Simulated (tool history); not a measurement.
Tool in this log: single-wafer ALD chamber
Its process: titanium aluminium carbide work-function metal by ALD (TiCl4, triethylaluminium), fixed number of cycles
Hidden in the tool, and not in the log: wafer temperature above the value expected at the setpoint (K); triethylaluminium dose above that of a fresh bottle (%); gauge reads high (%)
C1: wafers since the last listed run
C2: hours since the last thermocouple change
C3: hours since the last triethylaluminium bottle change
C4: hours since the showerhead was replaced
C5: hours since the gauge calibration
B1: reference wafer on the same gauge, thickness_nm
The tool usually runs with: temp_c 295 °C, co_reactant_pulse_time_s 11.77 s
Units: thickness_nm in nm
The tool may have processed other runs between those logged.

run 1 hour=0 | temp_c=295 co_reactant_pulse_time_s=14.16 | C1=0 C2=1021.5 C3=1610.9 C4=7351.9 C5=384.2 | B1=1.881 | thickness_nm=2.072
-- hour=20.6 triethylaluminium bottle replaced
run 2 hour=21.1 | temp_c=295 co_reactant_pulse_time_s=11.77 | C1=202 C2=1042.6 C3=0.5 C4=7373 C5=405.3 | B1=1.878 | thickness_nm=2.066
run 3 hour=24.1 | temp_c=295 co_reactant_pulse_time_s=11.77 | C1=46 C2=1045.6 C3=3.5 C4=7376 C5=408.3 | B1=1.881 | thickness_nm=2.058
run 4 hour=41 | temp_c=295 co_reactant_pulse_time_s=11.77 | C1=261 C2=1062.5 C3=20.4 C4=7392.9 C5=425.2 | B1=1.88 | thickness_nm=2.048
run 5 hour=50.9 | temp_c=295 co_reactant_pulse_time_s=11.77 | C1=153 C2=1072.4 C3=30.3 C4=7402.8 C5=435.1 | B1=1.879 | thickness_nm=2.056
run 6 hour=63.1 | temp_c=295 co_reactant_pulse_time_s=11.77 | C1=188 C2=1084.6 C3=42.5 C4=7415 C5=447.3 | B1=1.88 | thickness_nm=2.061
run 7 hour=70.9 | temp_c=300 co_reactant_pulse_time_s=11.77 | C1=120 C2=1092.4 C3=50.3 C4=7422.8 C5=455.1 | B1=1.88 | thickness_nm=2.096
-- hour=88.2 thermocouple changed; heater temperature recalibrated
run 8 hour=88.7 | temp_c=284 co_reactant_pulse_time_s=11.77 | C1=151 C2=0.5 C3=68.1 C4=7440.6 C5=472.9 | B1=1.879 | thickness_nm=1.919
run 9 hour=93.7 | temp_c=295 co_reactant_pulse_time_s=14.16 | C1=77 C2=5.5 C3=73.1 C4=7445.6 C5=477.9 | B1=1.877 | thickness_nm=2.014
run 10 hour=106.7 | temp_c=299 co_reactant_pulse_time_s=7.98 | C1=201 C2=18.5 C3=86.1 C4=7458.6 C5=490.9 | B1=1.878 | thickness_nm=1.972
-- hour=118.4 showerhead replaced
run 11 hour=123.9 | temp_c=295 co_reactant_pulse_time_s=15.02 | C1=142 C2=35.7 C3=103.3 C4=5.5 C5=508.1 | B1=1.881 | thickness_nm=2.019
run 12 hour=130.4 | temp_c=284 co_reactant_pulse_time_s=15.27 | C1=100 C2=42.2 C3=109.8 C4=12 C5=514.6 | B1=1.88 | thickness_nm=1.937
-- hour=139.4 gauge calibrated
run 13 hour=146.3 | temp_c=308 co_reactant_pulse_time_s=14.29 | C1=245 C2=58.1 C3=125.7 C4=27.9 C5=6.9 | B1=1.877 | thickness_nm=2.124
run 14 hour=156.8 | temp_c=295 co_reactant_pulse_time_s=11.77 | C1=162 C2=68.6 C3=136.2 C4=38.4 C5=17.4 | B1=1.88 | thickness_nm=2.01
run 15 hour=172 | temp_c=301 co_reactant_pulse_time_s=7.83 | C1=235 C2=83.8 C3=151.4 C4=53.6 C5=32.6 | B1=1.879 | thickness_nm=1.987
run 16 hour=188.5 | temp_c=302 co_reactant_pulse_time_s=14.61 | C1=255 C2=100.3 C3=167.9 C4=70.1 C5=49.1 | B1=1.879 | thickness_nm=2.078
run 17 hour=197.5 | temp_c=304 co_reactant_pulse_time_s=14.89 | C1=139 C2=109.3 C3=176.9 C4=79.1 C5=58.1 | B1=1.88 | thickness_nm=2.093
run 18 hour=211 | temp_c=307 co_reactant_pulse_time_s=11.77 | C1=208 C2=122.8 C3=190.4 C4=92.6 C5=71.6 | B1=1.881 | thickness_nm=2.106
run 19 hour=220.2 | temp_c=301 co_reactant_pulse_time_s=13.96 | C1=142 C2=132 C3=199.6 C4=101.8 C5=80.8 | B1=1.88 | thickness_nm=2.068
run 20 hour=237.7 | temp_c=295 co_reactant_pulse_time_s=11.77 | C1=270 C2=149.5 C3=217.1 C4=119.3 C5=98.3 | B1=1.88 | thickness_nm=2.014
run 21 hour=248.1 | temp_c=299 co_reactant_pulse_time_s=8.09 | C1=160 C2=159.9 C3=227.5 C4=129.7 C5=108.7 | B1=1.883 | thickness_nm=1.98
run 22 hour=259 | temp_c=287 co_reactant_pulse_time_s=8.96 | C1=168 C2=170.8 C3=238.4 C4=140.6 C5=119.6 | B1=1.878 | thickness_nm=1.906
run 23 hour=268.5 | temp_c=283 co_reactant_pulse_time_s=7.5 | C1=146 C2=180.3 C3=247.9 C4=150.1 C5=129.1 | B1=1.88 | thickness_nm=1.846
run 24 hour=283.8 | temp_c=283 co_reactant_pulse_time_s=13.16 | C1=236 C2=195.6 C3=263.2 C4=165.4 C5=144.4 | B1=1.88 | thickness_nm=1.922
run 25 hour=298.1 | temp_c=295 co_reactant_pulse_time_s=9.5 | C1=221 C2=209.9 C3=277.5 C4=179.7 C5=158.7 | B1=1.881 | thickness_nm=1.98
run 26 hour=309 | temp_c=295 co_reactant_pulse_time_s=11.77 | C1=168 C2=220.8 C3=288.4 C4=190.6 C5=169.6 | B1=1.881 | thickness_nm=1.999
run 27 hour=316.5 | temp_c=288 co_reactant_pulse_time_s=14.66 | C1=116 C2=228.3 C3=295.9 C4=198.1 C5=177.1 | B1=1.879 | thickness_nm=1.967
run 28 hour=325.4 | temp_c=308 co_reactant_pulse_time_s=7.88 | C1=137 C2=237.2 C3=304.8 C4=207 C5=186 | B1=1.879 | thickness_nm=2.045
run 29 hour=338.9 | temp_c=285 co_reactant_pulse_time_s=13.67 | C1=208 C2=250.7 C3=318.3 C4=220.5 C5=199.5 | B1=1.881 | thickness_nm=1.94
run 30 hour=353.9 | temp_c=288 co_reactant_pulse_time_s=15.45 | C1=232 C2=265.7 C3=333.3 C4=235.5 C5=214.5 | B1=1.877 | thickness_nm=1.974
run 31 hour=365.4 | temp_c=305 co_reactant_pulse_time_s=15.64 | C1=177 C2=277.2 C3=344.8 C4=247 C5=226 | B1=1.881 | thickness_nm=2.114
run 32 hour=378.1 | temp_c=303 co_reactant_pulse_time_s=10.58 | C1=196 C2=289.9 C3=357.5 C4=259.7 C5=238.7 | B1=1.881 | thickness_nm=2.065

The logged runs with the hidden state left out (each run's random variation unchanged):
run=1 thickness_nm=2.025
run=2 thickness_nm=2.017
run=3 thickness_nm=2.009
run=4 thickness_nm=1.998
run=5 thickness_nm=2.004
run=6 thickness_nm=2.008
run=7 thickness_nm=2.042
run=8 thickness_nm=1.921
run=9 thickness_nm=2.017
run=10 thickness_nm=1.974
run=11 thickness_nm=2.021
run=12 thickness_nm=1.94
run=13 thickness_nm=2.126
run=14 thickness_nm=2.012
run=15 thickness_nm=1.989
run=16 thickness_nm=2.08
run=17 thickness_nm=2.094
run=18 thickness_nm=2.108
run=19 thickness_nm=2.07
run=20 thickness_nm=2.016
run=21 thickness_nm=1.981
run=22 thickness_nm=1.907
run=23 thickness_nm=1.847
run=24 thickness_nm=1.922
run=25 thickness_nm=1.98
run=26 thickness_nm=1.999
run=27 thickness_nm=1.967
run=28 thickness_nm=2.045
run=29 thickness_nm=1.94
run=30 thickness_nm=1.973
run=31 thickness_nm=2.113
run=32 thickness_nm=2.063
